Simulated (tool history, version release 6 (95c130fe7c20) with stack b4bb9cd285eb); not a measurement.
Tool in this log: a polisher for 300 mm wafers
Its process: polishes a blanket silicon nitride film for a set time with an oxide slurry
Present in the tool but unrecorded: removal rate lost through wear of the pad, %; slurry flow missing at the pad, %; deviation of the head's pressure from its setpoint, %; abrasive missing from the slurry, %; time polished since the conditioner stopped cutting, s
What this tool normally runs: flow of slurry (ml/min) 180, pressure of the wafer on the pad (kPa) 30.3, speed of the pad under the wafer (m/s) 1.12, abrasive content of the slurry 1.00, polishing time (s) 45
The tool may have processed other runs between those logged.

run	hour	flow of slurry (ml/min)	pressure of the wafer on the pad (kPa)	speed of the pad under the wafer (m/s)	abrasive content of the slurry	polishing time (s)	wafers since the last listed run	wafers polished on this pad	hours since the slurry nozzle was cleaned	hours since the head pressure was calibrated	hours since the slurry blender was calibrated	hours since the conditioning disc was replaced	incoming thickness of the incoming film, nm	film removed (Å)
1	0.0	180	37.2	1.12	1.00	45	0	660	38.3	534.0	188.3	338.7	352.9	477
# hour 3.3: conditioning disc replaced and pad reconditioned
2	18.0	180	37.2	1.12	1.00	45	97	757	56.3	552.0	206.3	14.7	350.6	475
3	35.4	180	37.2	1.12	1.00	45	106	864	73.7	569.4	223.7	32.1	353.8	466
4	61.6	180	30.3	1.12	1.00	45	160	1024	99.9	595.6	249.9	58.3	354.3	408
# hour 81.9: worn pad replaced by a new one
5	82.4	180	30.3	1.36	1.00	49	102	3	120.7	616.4	270.7	79.1	353.0	508
6	99.0	180	30.3	1.36	1.00	49	101	104	137.3	633.0	287.3	95.7	353.5	496
7	126.0	180	30.3	1.36	1.00	49	165	269	164.3	660.0	314.3	122.7	352.9	498
8	154.0	180	30.3	1.12	1.00	45	171	440	192.3	688.0	342.3	150.7	354.6	392
9	166.6	180	30.3	1.12	1.00	45	77	518	204.9	700.6	354.9	163.3	347.1	384
10	190.0	180	30.3	0.86	1.00	56	143	661	228.3	724.0	378.3	186.7	350.4	385
11	212.4	180	30.3	1.12	1.00	37	136	797	250.7	746.4	400.7	209.1	349.5	315
12	245.6	180	26.2	1.12	1.15	57	202	1000	283.9	779.6	433.9	242.3	349.8	456
# hour 249.2: slurry blender recalibrated
13	279.0	180	30.3	1.36	1.00	49	191	1192	317.3	813.0	29.8	275.7	355.6	539
# hour 292.2: worn pad replaced by a new one
14	299.0	180	30.3	1.12	1.00	45	97	41	337.3	833.0	49.8	295.7	350.0	424
# hour 307.2: slurry nozzle cleaned
15	326.6	180	35.9	1.12	0.90	45	162	203	19.4	860.6	77.4	323.3	350.2	455
16	341.7	180	30.3	1.12	1.00	51	92	296	34.5	875.7	92.5	338.4	346.4	484
# hour 354.3: conditioning disc replaced and pad reconditioned
17	374.1	180	34.5	1.32	1.00	45	185	482	66.9	908.1	124.9	19.8	355.2	542
18	402.2	180	25.5	1.12	1.00	51	171	653	95.0	936.2	153.0	47.9	352.9	426
19	436.1	180	30.3	1.12	1.30	45	207	861	128.9	970.1	186.9	81.8	352.3	488
# hour 473.4: worn pad replaced by a new one
# hour 505.9: head pressure recalibrated
20	542.5	180	30.3	1.12	1.10	45	613	410	235.3	36.6	293.3	188.2	344.0	399
21	556.0	180	30.3	1.12	1.00	45	82	492	248.8	50.1	306.8	201.7	346.0	383
22	590.4	125	38.6	1.38	1.00	56	210	702	283.2	84.5	341.2	236.1	351.2	612
23	609.2	180	30.3	1.12	1.00	45	114	817	302.0	103.3	360.0	254.9	349.7	381
# hour 617.7: slurry blender recalibrated
24	622.3	155	38.6	1.12	1.00	45	67	885	315.1	116.4	4.6	268.0	350.3	460
25	640.5	215	26.2	0.92	1.00	45	111	996	333.3	134.6	22.8	286.2	347.9	309
# hour 665.7: worn pad replaced by a new one
26	716.6	180	30.3	1.50	1.00	45	440	310	409.4	210.7	98.9	362.3	347.8	498
27	741.4	180	33.1	0.72	1.10	34	151	462	434.2	235.5	123.7	387.1	344.7	232

3 options for the next run, each taken on its own from the tool as it stands now. Forecast them:
A	741.8	180	35.9	1.12	1.00	45	2	464	434.6	235.9	124.1	387.5	347.7	?
B	741.8	180	30.3	1.12	1.00	38	2	464	434.6	235.9	124.1	387.5	347.7	?
C	741.8	180	21.4	1.22	0.80	30	2	464	434.6	235.9	124.1	387.5	347.7	?

run	film removed (Å)
A	443
B	329
C	189
Stripped of hidden state, with their random variation kept, the same runs would have yielded:
run	film removed (Å)
A	453
B	336
C	193
